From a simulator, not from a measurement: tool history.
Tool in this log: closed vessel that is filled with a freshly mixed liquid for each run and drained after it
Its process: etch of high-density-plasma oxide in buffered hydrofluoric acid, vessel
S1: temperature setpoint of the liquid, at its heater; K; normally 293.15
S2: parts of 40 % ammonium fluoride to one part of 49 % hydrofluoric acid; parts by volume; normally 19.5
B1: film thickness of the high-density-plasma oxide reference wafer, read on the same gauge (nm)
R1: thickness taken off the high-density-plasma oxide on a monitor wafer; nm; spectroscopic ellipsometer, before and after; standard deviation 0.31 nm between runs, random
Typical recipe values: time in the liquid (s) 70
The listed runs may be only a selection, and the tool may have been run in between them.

{"run": 1, "hour": 0.0, "S1": 293.15, "S2": 19.5, "time in the liquid (s)": 45, "B1": 119.99, "R1": 25.31}
{"run": 2, "hour": 17.3, "S1": 293.15, "S2": 19.5, "time in the liquid (s)": 45, "B1": 120.01, "R1": 25.72}
{"run": 3, "hour": 29.6, "S1": 293.15, "S2": 19.5, "time in the liquid (s)": 70, "B1": 119.98, "R1": 39.49}
{"run": 4, "hour": 36.2, "S1": 293.15, "S2": 19.5, "time in the liquid (s)": 70, "B1": 119.99, "R1": 39.52}
{"run": 5, "hour": 71.1, "S1": 293.15, "S2": 19.5, "time in the liquid (s)": 70, "B1": 120.05, "R1": 39.92}
{"run": 6, "hour": 88.7, "S1": 293.15, "S2": 19.5, "time in the liquid (s)": 70, "B1": 120.0, "R1": 39.49}
{"run": 7, "hour": 102.2, "S1": 293.15, "S2": 19.5, "time in the liquid (s)": 70, "B1": 119.97, "R1": 39.57}
{"run": 8, "hour": 117.3, "S1": 293.15, "S2": 19.5, "time in the liquid (s)": 70, "B1": 119.98, "R1": 39.69}
{"run": 9, "hour": 130.9, "S1": 290.15, "S2": 19.5, "time in the liquid (s)": 40, "B1": 119.97, "R1": 19.3}
{"run": 10, "hour": 147.9, "S1": 293.15, "S2": 22.0, "time in the liquid (s)": 100, "B1": 120.04, "R1": 52.16}
{"run": 11, "hour": 162.9, "S1": 293.15, "S2": 19.5, "time in the liquid (s)": 70, "B1": 119.97, "R1": 39.95}
{"run": 12, "hour": 180.1, "S1": 291.15, "S2": 19.5, "time in the liquid (s)": 70, "B1": 120.0, "R1": 35.33}
{"run": 13, "hour": 197.1, "S1": 293.15, "S2": 14.0, "time in the liquid (s)": 35, "B1": 119.99, "R1": 27.41}
{"run": 14, "hour": 206.1, "S1": 290.65, "S2": 24.0, "time in the liquid (s)": 70, "B1": 120.02, "R1": 29.75}
{"run": 15, "hour": 220.5, "S1": 290.65, "S2": 16.5, "time in the liquid (s)": 35, "B1": 119.96, "R1": 20.79}
{"run": 16, "hour": 235.6, "S1": 293.15, "S2": 19.5, "time in the liquid (s)": 110, "B1": 120.01, "R1": 63.48}
{"hour": 242.3, "done": "gauge calibrated"}
{"run": 17, "hour": 249.4, "S1": 293.15, "S2": 19.5, "time in the liquid (s)": 60, "B1": 120.03, "R1": 34.06}

For run 18, what comes out?
{"run": 18, "hour": 264.7, "S1": 293.15, "S2": 19.5, "time in the liquid (s)": 70, "B1": "?", "R1": "?"}

B1: 120.02
R1: 40.20 nm
Had the tool carried no hidden state, the very same run would have given R1 34.13 nm.

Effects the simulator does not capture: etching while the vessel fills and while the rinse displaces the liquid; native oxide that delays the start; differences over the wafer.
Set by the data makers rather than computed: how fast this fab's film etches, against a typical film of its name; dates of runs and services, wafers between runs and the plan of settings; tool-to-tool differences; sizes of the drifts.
